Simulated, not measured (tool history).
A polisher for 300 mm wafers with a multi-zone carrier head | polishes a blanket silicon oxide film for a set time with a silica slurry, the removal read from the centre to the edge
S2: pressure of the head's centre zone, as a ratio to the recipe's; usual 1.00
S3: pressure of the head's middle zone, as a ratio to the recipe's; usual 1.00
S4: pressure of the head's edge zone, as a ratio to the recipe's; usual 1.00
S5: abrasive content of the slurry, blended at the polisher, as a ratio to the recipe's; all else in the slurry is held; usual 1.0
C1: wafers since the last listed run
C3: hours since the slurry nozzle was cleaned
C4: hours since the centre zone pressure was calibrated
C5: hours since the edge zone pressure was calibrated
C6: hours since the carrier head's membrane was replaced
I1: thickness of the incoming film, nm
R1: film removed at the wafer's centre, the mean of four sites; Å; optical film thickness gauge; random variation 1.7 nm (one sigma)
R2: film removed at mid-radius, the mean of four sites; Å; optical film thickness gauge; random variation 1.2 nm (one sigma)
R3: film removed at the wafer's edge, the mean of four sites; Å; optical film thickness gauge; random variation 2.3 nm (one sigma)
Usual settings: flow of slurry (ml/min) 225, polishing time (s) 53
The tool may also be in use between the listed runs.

{"run": 1, "hour": 0.0, "flow of slurry (ml/min)": 225, "S2": 1.0, "S3": 1.04, "S4": 1.0, "S5": 1.0, "polishing time (s)": 53, "C1": 0, "wafers polished on this pad": 1120, "C3": 364.4, "C4": 550.7, "C5": 55.2, "C6": 863.3, "I1": 1128.2, "R1": 1815, "R2": 1863, "R3": 1817}
{"run": 2, "hour": 30.6, "flow of slurry (ml/min)": 225, "S2": 1.0, "S3": 1.04, "S4": 1.0, "S5": 1.0, "polishing time (s)": 53, "C1": 276, "wafers polished on this pad": 1397, "C3": 395.0, "C4": 581.3, "C5": 85.8, "C6": 893.9, "I1": 1129.6, "R1": 1715, "R2": 1797, "R3": 1754}
{"run": 3, "hour": 57.8, "flow of slurry (ml/min)": 225, "S2": 0.97, "S3": 1.0, "S4": 1.0, "S5": 1.0, "polishing time (s)": 53, "C1": 245, "wafers polished on this pad": 1643, "C3": 422.2, "C4": 608.5, "C5": 113.0, "C6": 921.1, "I1": 1128.3, "R1": 1606, "R2": 1676, "R3": 1697}
{"hour": 62.7, "done": "worn pad replaced by a new one"}
{"hour": 95.2, "done": "slurry nozzle cleaned"}
{"run": 4, "hour": 113.9, "flow of slurry (ml/min)": 225, "S2": 0.97, "S3": 1.0, "S4": 1.0, "S5": 1.0, "polishing time (s)": 53, "C1": 461, "wafers polished on this pad": 452, "C3": 18.7, "C4": 664.6, "C5": 169.1, "C6": 977.2, "I1": 1160.9, "R1": 1840, "R2": 1917, "R3": 1972}
{"run": 5, "hour": 131.3, "flow of slurry (ml/min)": 225, "S2": 0.97, "S3": 1.0, "S4": 1.0, "S5": 1.0, "polishing time (s)": 53, "C1": 157, "wafers polished on this pad": 610, "C3": 36.1, "C4": 682.0, "C5": 186.5, "C6": 994.6, "I1": 1147.5, "R1": 1812, "R2": 1878, "R3": 1942}
{"run": 6, "hour": 146.0, "flow of slurry (ml/min)": 225, "S2": 1.0, "S3": 1.0, "S4": 1.0, "S5": 1.0, "polishing time (s)": 53, "C1": 132, "wafers polished on this pad": 742, "C3": 50.8, "C4": 696.7, "C5": 201.2, "C6": 1009.3, "I1": 1141.6, "R1": 1838, "R2": 1875, "R3": 1889}
{"run": 7, "hour": 163.3, "flow of slurry (ml/min)": 265, "S2": 1.0, "S3": 1.0, "S4": 1.0, "S5": 1.1, "polishing time (s)": 35, "C1": 156, "wafers polished on this pad": 899, "C3": 68.1, "C4": 714.0, "C5": 218.5, "C6": 1026.6, "I1": 1126.2, "R1": 1288, "R2": 1288, "R3": 1311}
{"run": 8, "hour": 191.6, "flow of slurry (ml/min)": 225, "S2": 0.92, "S3": 1.0, "S4": 0.89, "S5": 1.0, "polishing time (s)": 53, "C1": 255, "wafers polished on this pad": 1154, "C3": 96.4, "C4": 742.3, "C5": 246.8, "C6": 1054.9, "I1": 1138.5, "R1": 1661, "R2": 1800, "R3": 1780}
{"hour": 203.5, "done": "carrier head's membrane replaced by a new one"}
{"hour": 206.3, "done": "worn pad replaced by a new one"}
{"run": 9, "hour": 217.2, "flow of slurry (ml/min)": 225, "S2": 1.1, "S3": 1.0, "S4": 1.0, "S5": 1.0, "polishing time (s)": 53, "C1": 160, "wafers polished on this pad": 98, "C3": 122.0, "C4": 767.9, "C5": 272.4, "C6": 13.7, "I1": 1119.3, "R1": 2114, "R2": 1923, "R3": 1917}
{"run": 10, "hour": 235.0, "flow of slurry (ml/min)": 225, "S2": 1.0, "S3": 1.0, "S4": 0.96, "S5": 1.0, "polishing time (s)": 53, "C1": 160, "wafers polished on this pad": 258, "C3": 139.8, "C4": 785.7, "C5": 290.2, "C6": 31.5, "I1": 1131.5, "R1": 1904, "R2": 1907, "R3": 1885}
{"run": 11, "hour": 259.8, "flow of slurry (ml/min)": 245, "S2": 1.0, "S3": 1.0, "S4": 1.0, "S5": 1.1, "polishing time (s)": 46, "C1": 224, "wafers polished on this pad": 482, "C3": 164.6, "C4": 810.5, "C5": 315.0, "C6": 56.3, "I1": 1125.2, "R1": 1709, "R2": 1734, "R3": 1752}
{"run": 12, "hour": 276.5, "flow of slurry (ml/min)": 225, "S2": 1.0, "S3": 0.89, "S4": 1.0, "S5": 1.0, "polishing time (s)": 53, "C1": 150, "wafers polished on this pad": 633, "C3": 181.3, "C4": 827.2, "C5": 331.7, "C6": 73.0, "I1": 1138.0, "R1": 1860, "R2": 1695, "R3": 1928}
{"hour": 293.9, "done": "centre zone pressure recalibrated"}
{"run": 13, "hour": 310.4, "flow of slurry (ml/min)": 225, "S2": 1.0, "S3": 1.0, "S4": 1.0, "S5": 1.0, "polishing time (s)": 53, "C1": 288, "wafers polished on this pad": 921, "C3": 215.2, "C4": 16.5, "C5": 365.6, "C6": 106.9, "I1": 1158.1, "R1": 1832, "R2": 1860, "R3": 1866}
{"hour": 329.8, "done": "edge zone pressure recalibrated"}
{"run": 14, "hour": 336.8, "flow of slurry (ml/min)": 300, "S2": 1.0, "S3": 1.0, "S4": 1.0, "S5": 1.0, "polishing time (s)": 53, "C1": 220, "wafers polished on this pad": 1142, "C3": 241.6, "C4": 42.9, "C5": 7.0, "C6": 133.3, "I1": 1151.4, "R1": 1851, "R2": 1848, "R3": 1867}
{"hour": 351.2, "done": "worn pad replaced by a new one"}
{"run": 15, "hour": 351.7, "flow of slurry (ml/min)": 225, "S2": 0.93, "S3": 0.95, "S4": 1.0, "S5": 1.0, "polishing time (s)": 53, "C1": 98, "wafers polished on this pad": 4, "C3": 256.5, "C4": 57.8, "C5": 21.9, "C6": 148.2, "I1": 1124.2, "R1": 1715, "R2": 1804, "R3": 1911}
{"run": 16, "hour": 374.2, "flow of slurry (ml/min)": 225, "S2": 1.0, "S3": 1.05, "S4": 1.0, "S5": 1.0, "polishing time (s)": 53, "C1": 203, "wafers polished on this pad": 207, "C3": 279.0, "C4": 80.3, "C5": 44.4, "C6": 170.7, "I1": 1151.7, "R1": 1890, "R2": 1977, "R3": 1922}
{"run": 17, "hour": 405.9, "flow of slurry (ml/min)": 225, "S2": 1.0, "S3": 1.0, "S4": 1.0, "S5": 1.0, "polishing time (s)": 53, "C1": 286, "wafers polished on this pad": 493, "C3": 310.7, "C4": 112.0, "C5": 76.1, "C6": 202.4, "I1": 1126.6, "R1": 1815, "R2": 1839, "R3": 1910}
{"run": 18, "hour": 439.6, "flow of slurry (ml/min)": 225, "S2": 0.89, "S3": 1.12, "S4": 1.0, "S5": 1.1, "polishing time (s)": 53, "C1": 304, "wafers polished on this pad": 798, "C3": 344.4, "C4": 145.7, "C5": 109.8, "C6": 236.1, "I1": 1158.2, "R1": 1661, "R2": 2087, "R3": 1864}
{"run": 19, "hour": 472.7, "flow of slurry (ml/min)": 280, "S2": 1.04, "S3": 1.07, "S4": 1.0, "S5": 1.0, "polishing time (s)": 53, "C1": 298, "wafers polished on this pad": 1097, "C3": 377.5, "C4": 178.8, "C5": 142.9, "C6": 269.2, "I1": 1152.0, "R1": 1865, "R2": 1932, "R3": 1853}
{"run": 20, "hour": 493.9, "flow of slurry (ml/min)": 160, "S2": 1.0, "S3": 1.0, "S4": 1.05, "S5": 1.0, "polishing time (s)": 65, "C1": 191, "wafers polished on this pad": 1288, "C3": 398.7, "C4": 200.0, "C5": 164.1, "C6": 290.4, "I1": 1146.8, "R1": 1977, "R2": 1981, "R3": 2098}

Forecast each of these 5 alternatives for the next run:
{"run": "A", "hour": 494.3, "flow of slurry (ml/min)": 170, "S2": 1.0, "S3": 1.0, "S4": 1.0, "S5": 1.0, "polishing time (s)": 53, "C1": 3, "wafers polished on this pad": 1292, "C3": 399.1, "C4": 200.4, "C5": 164.5, "C6": 290.8, "I1": 1152.1, "R1": "?", "R2": "?", "R3": "?"}
{"run": "B", "hour": 494.3, "flow of slurry (ml/min)": 300, "S2": 0.95, "S3": 1.08, "S4": 0.93, "S5": 1.0, "polishing time (s)": 53, "C1": 3, "wafers polished on this pad": 1292, "C3": 399.1, "C4": 200.4, "C5": 164.5, "C6": 290.8, "I1": 1152.1, "R1": "?", "R2": "?", "R3": "?"}
{"run": "C", "hour": 494.3, "flow of slurry (ml/min)": 150, "S2": 1.0, "S3": 1.0, "S4": 1.0, "S5": 1.0, "polishing time (s)": 63, "C1": 3, "wafers polished on this pad": 1292, "C3": 399.1, "C4": 200.4, "C5": 164.5, "C6": 290.8, "I1": 1152.1, "R1": "?", "R2": "?", "R3": "?"}
{"run": "D", "hour": 494.3, "flow of slurry (ml/min)": 225, "S2": 1.0, "S3": 1.11, "S4": 1.06, "S5": 1.0, "polishing time (s)": 43, "C1": 3, "wafers polished on this pad": 1292, "C3": 399.1, "C4": 200.4, "C5": 164.5, "C6": 290.8, "I1": 1152.1, "R1": "?", "R2": "?", "R3": "?"}
{"run": "E", "hour": 494.3, "flow of slurry (ml/min)": 225, "S2": 0.92, "S3": 1.0, "S4": 1.0, "S5": 1.0, "polishing time (s)": 53, "C1": 3, "wafers polished on this pad": 1292, "C3": 399.1, "C4": 200.4, "C5": 164.5, "C6": 290.8, "I1": 1152.1, "R1": "?", "R2": "?", "R3": "?"}

run=A R1=1630 R2=1660 R3=1701
run=B R1=1687 R2=1914 R3=1751
run=C R1=1885 R2=1926 R3=1987
run=D R1=1389 R2=1537 R3=1456
run=E R1=1573 R2=1735 R3=1757
Without the tool's hidden state the same runs would have given:
run=A R1=1822 R2=1855 R3=1901
run=B R1=1885 R2=2140 R3=1957
run=C R1=2107 R2=2152 R3=2221
run=D R1=1553 R2=1718 R3=1627
run=E R1=1758 R2=1939 R3=1964
